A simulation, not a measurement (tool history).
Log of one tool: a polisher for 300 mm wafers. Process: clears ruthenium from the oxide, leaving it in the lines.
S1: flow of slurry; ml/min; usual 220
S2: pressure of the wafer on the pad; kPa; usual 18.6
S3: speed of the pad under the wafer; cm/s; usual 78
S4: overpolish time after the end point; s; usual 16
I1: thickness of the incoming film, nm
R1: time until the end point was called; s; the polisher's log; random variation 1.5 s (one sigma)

{"run": 1, "day": 0.0, "S1": 220, "S2": 18.6, "S3": 60, "S4": 16, "I1": 100.7, "R1": 134.9}
{"run": 2, "day": 1.233, "S1": 235, "S2": 18.6, "S3": 78, "S4": 16, "I1": 101, "R1": 99.6}
{"run": 3, "day": 2.279, "S1": 235, "S2": 18.6, "S3": 78, "S4": 16, "I1": 98.6, "R1": 99.1}
{"run": 4, "day": 3.708, "S1": 235, "S2": 18.6, "S3": 78, "S4": 16, "I1": 100.3, "R1": 100.7}
{"run": 5, "day": 5.442, "S1": 220, "S2": 18.6, "S3": 78, "S4": 13, "I1": 99.4, "R1": 101.6}
{"run": 6, "day": 6.242, "S1": 220, "S2": 18.6, "S3": 78, "S4": 16, "I1": 98.8, "R1": 102.8}
{"run": 7, "day": 7.608, "S1": 220, "S2": 18.6, "S3": 78, "S4": 16, "I1": 101.1, "R1": 105.1}
{"run": 8, "day": 8.567, "S1": 220, "S2": 18.6, "S3": 62, "S4": 16, "I1": 99, "R1": 127.4}
{"day": 8.8, "done": "worn pad replaced by a new one"}
{"day": 10.462, "done": "head pressure recalibrated"}
{"run": 9, "day": 10.483, "S1": 270, "S2": 18.6, "S3": 78, "S4": 16, "I1": 100.1, "R1": 101.6}
{"run": 10, "day": 11.871, "S1": 220, "S2": 18.6, "S3": 78, "S4": 20, "I1": 98.9, "R1": 100.3}
{"run": 11, "day": 13.796, "S1": 220, "S2": 18.6, "S3": 78, "S4": 20, "I1": 100.4, "R1": 107.7}
{"run": 12, "day": 14.808, "S1": 220, "S2": 18.6, "S3": 78, "S4": 20, "I1": 99.8, "R1": 105.3}
{"run": 13, "day": 15.646, "S1": 220, "S2": 18.6, "S3": 78, "S4": 16, "I1": 99.3, "R1": 105.3}
{"run": 14, "day": 16.95, "S1": 220, "S2": 18.6, "S3": 78, "S4": 16, "I1": 101.4, "R1": 110.4}
{"run": 15, "day": 18.217, "S1": 220, "S2": 18.6, "S3": 78, "S4": 16, "I1": 100.3, "R1": 108}
{"day": 18.583, "done": "slurry nozzle cleaned"}
{"day": 19.042, "done": "worn pad replaced by a new one"}
{"run": 16, "day": 19.067, "S1": 220, "S2": 18.6, "S3": 54, "S4": 16, "I1": 99.1, "R1": 144.5}
{"run": 17, "day": 20.321, "S1": 220, "S2": 13.1, "S3": 78, "S4": 16, "I1": 99.7, "R1": 142.7}
{"run": 18, "day": 21.704, "S1": 265, "S2": 18.6, "S3": 64, "S4": 24, "I1": 99.4, "R1": 120.8}
{"run": 19, "day": 22.912, "S1": 220, "S2": 18.6, "S3": 78, "S4": 16, "I1": 101.7, "R1": 104.7}
{"run": 20, "day": 24.133, "S1": 220, "S2": 15.9, "S3": 96, "S4": 16, "I1": 100.4, "R1": 95.5}

Forecast run 21:
{"run": 21, "day": 24.825, "S1": 220, "S2": 18.6, "S3": 78, "S4": 16, "I1": 99.3, "R1": "?"}

R1: 98.7 s
Without the tool's hidden state the same run would have given R1 95.4 s.

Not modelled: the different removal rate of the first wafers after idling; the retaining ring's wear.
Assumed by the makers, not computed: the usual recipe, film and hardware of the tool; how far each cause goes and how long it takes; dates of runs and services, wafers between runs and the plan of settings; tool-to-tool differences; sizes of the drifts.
